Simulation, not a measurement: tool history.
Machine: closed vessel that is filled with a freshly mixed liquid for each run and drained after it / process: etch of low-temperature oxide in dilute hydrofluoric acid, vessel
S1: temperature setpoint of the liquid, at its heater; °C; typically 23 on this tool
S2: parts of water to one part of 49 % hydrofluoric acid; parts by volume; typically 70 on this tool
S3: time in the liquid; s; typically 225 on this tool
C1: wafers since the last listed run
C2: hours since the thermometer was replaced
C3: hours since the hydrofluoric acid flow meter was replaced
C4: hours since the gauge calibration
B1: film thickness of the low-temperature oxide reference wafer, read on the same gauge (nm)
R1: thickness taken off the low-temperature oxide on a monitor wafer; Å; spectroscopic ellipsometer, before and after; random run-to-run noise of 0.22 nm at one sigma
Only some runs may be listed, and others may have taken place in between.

{"run": 1, "hour": 0.0, "S1": 23, "S2": 70, "S3": 225, "C1": 0, "C2": 1994.8, "C3": 450.5, "C4": 309.8, "B1": 59.99, "R1": 326.3}
{"run": 2, "hour": 51.2, "S1": 23, "S2": 70, "S3": 225, "C1": 5858, "C2": 2046, "C3": 501.7, "C4": 361, "B1": 60, "R1": 327.8}
{"run": 3, "hour": 229.4, "S1": 23, "S2": 70, "S3": 225, "C1": 20391, "C2": 2224.2, "C3": 679.9, "C4": 539.2, "B1": 60.01, "R1": 325.7}
{"run": 4, "hour": 270.6, "S1": 23, "S2": 70, "S3": 225, "C1": 4714, "C2": 2265.4, "C3": 721.1, "C4": 580.4, "B1": 60, "R1": 327.7}
{"run": 5, "hour": 303.4, "S1": 23, "S2": 70, "S3": 225, "C1": 3753, "C2": 2298.2, "C3": 753.9, "C4": 613.2, "B1": 60, "R1": 322.5}
{"run": 6, "hour": 336.1, "S1": 23, "S2": 90, "S3": 290, "C1": 3741, "C2": 2330.9, "C3": 786.6, "C4": 645.9, "B1": 60, "R1": 320.3}
{"run": 7, "hour": 383.7, "S1": 23, "S2": 90, "S3": 290, "C1": 5446, "C2": 2378.5, "C3": 834.2, "C4": 693.5, "B1": 59.98, "R1": 320.3}
{"hour": 431.8, "done": "thermometer replaced"}
{"run": 8, "hour": 440.0, "S1": 23, "S2": 70, "S3": 175, "C1": 6327, "C2": 8.2, "C3": 890.5, "C4": 749.8, "B1": 60, "R1": 275.5}
{"run": 9, "hour": 479.6, "S1": 23, "S2": 70, "S3": 175, "C1": 4531, "C2": 47.8, "C3": 930.1, "C4": 789.4, "B1": 59.98, "R1": 273.8}
{"run": 10, "hour": 530.9, "S1": 23, "S2": 70, "S3": 225, "C1": 5870, "C2": 99.1, "C3": 981.4, "C4": 840.7, "B1": 60.01, "R1": 353.6}
{"run": 11, "hour": 565.0, "S1": 23, "S2": 70, "S3": 225, "C1": 3902, "C2": 133.2, "C3": 1015.5, "C4": 874.8, "B1": 59.98, "R1": 357.1}
{"run": 12, "hour": 603.5, "S1": 23, "S2": 70, "S3": 225, "C1": 4405, "C2": 171.7, "C3": 1054, "C4": 913.3, "B1": 60, "R1": 355.6}
{"run": 13, "hour": 639.9, "S1": 23, "S2": 70, "S3": 225, "C1": 4165, "C2": 208.1, "C3": 1090.4, "C4": 949.7, "B1": 60.01, "R1": 353.4}
{"run": 14, "hour": 692.1, "S1": 23, "S2": 70, "S3": 225, "C1": 5973, "C2": 260.3, "C3": 1142.6, "C4": 1001.9, "B1": 59.97, "R1": 354.8}
{"run": 15, "hour": 724.5, "S1": 20.5, "S2": 70, "S3": 140, "C1": 3707, "C2": 292.7, "C3": 1175, "C4": 1034.3, "B1": 60.02, "R1": 199.9}
{"run": 16, "hour": 750.8, "S1": 21.5, "S2": 70, "S3": 225, "C1": 3009, "C2": 319, "C3": 1201.3, "C4": 1060.6, "B1": 60, "R1": 330.6}
{"run": 17, "hour": 803.2, "S1": 23, "S2": 50, "S3": 175, "C1": 5996, "C2": 371.4, "C3": 1253.7, "C4": 1113, "B1": 59.96, "R1": 394.4}
{"run": 18, "hour": 830.1, "S1": 19, "S2": 70, "S3": 225, "C1": 3078, "C2": 398.3, "C3": 1280.6, "C4": 1139.9, "B1": 59.99, "R1": 299.5}
{"run": 19, "hour": 874.8, "S1": 27.5, "S2": 70, "S3": 125, "C1": 5115, "C2": 443, "C3": 1325.3, "C4": 1184.6, "B1": 60.01, "R1": 234.4}
{"run": 20, "hour": 911.8, "S1": 20.5, "S2": 105, "S3": 180, "C1": 4233, "C2": 480, "C3": 1362.3, "C4": 1221.6, "B1": 60.01, "R1": 162.2}
{"hour": 917.5, "done": "hydrofluoric acid flow meter replaced"}
{"run": 21, "hour": 977.0, "S1": 23, "S2": 70, "S3": 180, "C1": 7346, "C2": 545.2, "C3": 59.5, "C4": 1286.8, "B1": 59.99, "R1": 270.5}
{"hour": 986.5, "done": "gauge calibrated"}
{"run": 22, "hour": 1023.2, "S1": 23, "S2": 40, "S3": 140, "C1": 5286, "C2": 591.4, "C3": 105.7, "C4": 36.7, "B1": 59.97, "R1": 378.7}
{"run": 23, "hour": 1049.1, "S1": 23, "S2": 70, "S3": 225, "C1": 2963, "C2": 617.3, "C3": 131.6, "C4": 62.6, "B1": 60.01, "R1": 341.7}
{"run": 24, "hour": 1082.6, "S1": 23, "S2": 70, "S3": 225, "C1": 3833, "C2": 650.8, "C3": 165.1, "C4": 96.1, "B1": 60.02, "R1": 340.4}
{"run": 25, "hour": 1152.2, "S1": 23, "S2": 90, "S3": 105, "C1": 7964, "C2": 720.4, "C3": 234.7, "C4": 165.7, "B1": 59.99, "R1": 122.1}
{"run": 26, "hour": 1182.5, "S1": 20.5, "S2": 105, "S3": 180, "C1": 3467, "C2": 750.7, "C3": 265, "C4": 196, "B1": 60, "R1": 156.4}
{"run": 27, "hour": 1339.4, "S1": 23, "S2": 70, "S3": 225, "C1": 17954, "C2": 907.6, "C3": 421.9, "C4": 352.9, "B1": 60.03, "R1": 340.5}
{"run": 28, "hour": 1373.4, "S1": 21, "S2": 70, "S3": 225, "C1": 3890, "C2": 941.6, "C3": 455.9, "C4": 386.9, "B1": 59.98, "R1": 310.4}
{"run": 29, "hour": 1443.8, "S1": 26, "S2": 70, "S3": 135, "C1": 8055, "C2": 1012, "C3": 526.3, "C4": 457.3, "B1": 60.02, "R1": 229.6}
{"run": 30, "hour": 1513.5, "S1": 23, "S2": 90, "S3": 330, "C1": 7975, "C2": 1081.7, "C3": 596, "C4": 527, "B1": 59.99, "R1": 375.8}
{"run": 31, "hour": 1580.3, "S1": 23, "S2": 40, "S3": 335, "C1": 7643, "C2": 1148.5, "C3": 662.8, "C4": 593.8, "B1": 60, "R1": 916.2}
{"run": 32, "hour": 1633.5, "S1": 23, "S2": 95, "S3": 295, "C1": 6087, "C2": 1201.7, "C3": 716, "C4": 647, "B1": 59.98, "R1": 319.3}

The tool's hidden state at each run:
gauge reads high (%): 0 in every run
H1: liquid colder than its thermometer reads (K)
H2: hydrofluoric acid flow above the setpoint (%)
run=1 H1=1.88 H2=1.16
run=2 H1=1.92 H2=1.27
run=3 H1=2.08 H2=1.66
run=4 H1=2.11 H2=1.75
run=5 H1=2.14 H2=1.82
run=6 H1=2.17 H2=1.89
run=7 H1=2.21 H2=1.99
run=8 H1=0.197 H2=2.11
run=9 H1=0.232 H2=2.2
run=10 H1=0.277 H2=2.31
run=11 H1=0.306 H2=2.38
run=12 H1=0.34 H2=2.46
run=13 H1=0.372 H2=2.54
run=14 H1=0.417 H2=2.65
run=15 H1=0.445 H2=2.72
run=16 H1=0.468 H2=2.78
run=17 H1=0.514 H2=2.89
run=18 H1=0.538 H2=2.95
run=19 H1=0.577 H2=3.05
run=20 H1=0.609 H2=3.13
run=21 H1=0.666 H2=0.2
run=22 H1=0.706 H2=0.3
run=23 H1=0.728 H2=0.356
run=24 H1=0.758 H2=0.428
run=25 H1=0.818 H2=0.578
run=26 H1=0.845 H2=0.643
run=27 H1=0.982 H2=0.981
run=28 H1=1.01 H2=1.05
run=29 H1=1.07 H2=1.21
run=30 H1=1.13 H2=1.36
run=31 H1=1.19 H2=1.5
run=32 H1=1.24 H2=1.61
